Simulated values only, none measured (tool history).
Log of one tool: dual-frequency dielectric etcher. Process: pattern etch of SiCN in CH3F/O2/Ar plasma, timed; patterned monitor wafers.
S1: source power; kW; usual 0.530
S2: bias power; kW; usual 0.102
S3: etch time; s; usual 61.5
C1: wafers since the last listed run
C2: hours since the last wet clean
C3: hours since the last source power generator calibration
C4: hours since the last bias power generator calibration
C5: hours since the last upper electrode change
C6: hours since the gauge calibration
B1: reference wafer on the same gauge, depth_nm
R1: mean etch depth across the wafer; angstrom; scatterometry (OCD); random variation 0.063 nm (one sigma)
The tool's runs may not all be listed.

run 1 hour=0.0 | S1=0.530 S2=0.102 S3=61.5 | C1=0 C2=258.6 C3=2550.0 C4=2963.9 C5=1985.4 C6=56.5 | B1=21.61 | R1=255.2
run 2 hour=15.8 | S1=0.530 S2=0.102 S3=61.5 | C1=146 C2=274.4 C3=2565.8 C4=2979.7 C5=2001.2 C6=72.3 | B1=21.58 | R1=256.9
run 3 hour=43.4 | S1=0.460 S2=0.102 S3=61.5 | C1=255 C2=302.0 C3=2593.4 C4=3007.3 C5=2028.8 C6=99.9 | B1=21.60 | R1=233.6
run 4 hour=104.9 | S1=0.460 S2=0.102 S3=61.5 | C1=568 C2=363.5 C3=2654.9 C4=3068.8 C5=2090.3 C6=161.4 | B1=21.58 | R1=233.3
run 5 hour=117.5 | S1=0.460 S2=0.102 S3=61.5 | C1=116 C2=376.1 C3=2667.5 C4=3081.4 C5=2102.9 C6=174.0 | B1=21.61 | R1=232.6
-- hour=132.7 source power generator calibrated
run 6 hour=133.2 | S1=0.530 S2=0.102 S3=61.5 | C1=108 C2=391.8 C3=0.5 C4=3097.1 C5=2118.6 C6=189.7 | B1=21.62 | R1=253.9
run 7 hour=147.1 | S1=0.490 S2=0.102 S3=61.5 | C1=128 C2=405.7 C3=14.4 C4=3111.0 C5=2132.5 C6=203.6 | B1=21.59 | R1=242.3
run 8 hour=179.9 | S1=0.530 S2=0.096 S3=61.5 | C1=303 C2=438.5 C3=47.2 C4=3143.8 C5=2165.3 C6=236.4 | B1=21.58 | R1=243.7
-- hour=189.1 gauge calibrated
run 9 hour=215.0 | S1=0.530 S2=0.096 S3=61.5 | C1=324 C2=473.6 C3=82.3 C4=3178.9 C5=2200.4 C6=25.9 | B1=21.60 | R1=243.4
run 10 hour=240.7 | S1=0.590 S2=0.102 S3=61.5 | C1=237 C2=499.3 C3=108.0 C4=3204.6 C5=2226.1 C6=51.6 | B1=21.60 | R1=267.8
run 11 hour=268.4 | S1=0.430 S2=0.084 S3=61.5 | C1=255 C2=527.0 C3=135.7 C4=3232.3 C5=2253.8 C6=79.3 | B1=21.60 | R1=195.1
-- hour=287.6 bias power generator calibrated
-- hour=302.5 wet clean of the chamber
run 12 hour=303.0 | S1=0.450 S2=0.081 S3=46.5 | C1=145 C2=0.5 C3=170.3 C4=15.4 C5=2288.4 C6=113.9 | B1=21.58 | R1=154.0
-- hour=335.8 upper electrode replaced
run 13 hour=336.3 | S1=0.450 S2=0.081 S3=46.5 | C1=85 C2=33.8 C3=203.6 C4=48.7 C5=0.5 C6=147.2 | B1=21.59 | R1=153.7
run 14 hour=336.7 | S1=0.480 S2=0.120 S3=78.0 | C1=3 C2=34.2 C3=204.0 C4=49.1 C5=0.9 C6=147.6 | B1=21.58 | R1=341.6
run 15 hour=353.5 | S1=0.530 S2=0.102 S3=72.0 | C1=155 C2=51.0 C3=220.8 C4=65.9 C5=17.7 C6=164.4 | B1=21.60 | R1=304.8
run 16 hour=378.0 | S1=0.530 S2=0.102 S3=61.5 | C1=226 C2=75.5 C3=245.3 C4=90.4 C5=42.2 C6=188.9 | B1=21.60 | R1=259.8
run 17 hour=392.2 | S1=0.530 S2=0.117 S3=61.5 | C1=131 C2=89.7 C3=259.5 C4=104.6 C5=56.4 C6=203.1 | B1=21.59 | R1=279.7
run 18 hour=421.1 | S1=0.530 S2=0.120 S3=61.5 | C1=267 C2=118.6 C3=288.4 C4=133.5 C5=85.3 C6=232.0 | B1=21.61 | R1=284.4

Forecast each of these 4 alternatives for the next run:
run A hour=421.5 | S1=0.530 S2=0.102 S3=70.5 | C1=3 C2=119.0 C3=288.8 C4=133.9 C5=85.7 C6=232.4 | B1=? | R1=?
run B hour=421.5 | S1=0.530 S2=0.114 S3=66.5 | C1=3 C2=119.0 C3=288.8 C4=133.9 C5=85.7 C6=232.4 | B1=? | R1=?
run C hour=421.5 | S1=0.560 S2=0.102 S3=61.5 | C1=3 C2=119.0 C3=288.8 C4=133.9 C5=85.7 C6=232.4 | B1=? | R1=?
run D hour=421.5 | S1=0.440 S2=0.091 S3=70.0 | C1=3 C2=119.0 C3=288.8 C4=133.9 C5=85.7 C6=232.4 | B1=? | R1=?

run=A B1=21.60 R1=296.8
run=B B1=21.60 R1=298.8
run=C B1=21.60 R1=267.3
run=D B1=21.60 R1=244.7
Without the tool's hidden state the same runs would have given:
run=A R1=298.2
run=B R1=300.2
run=C R1=268.6
run=D R1=245.9
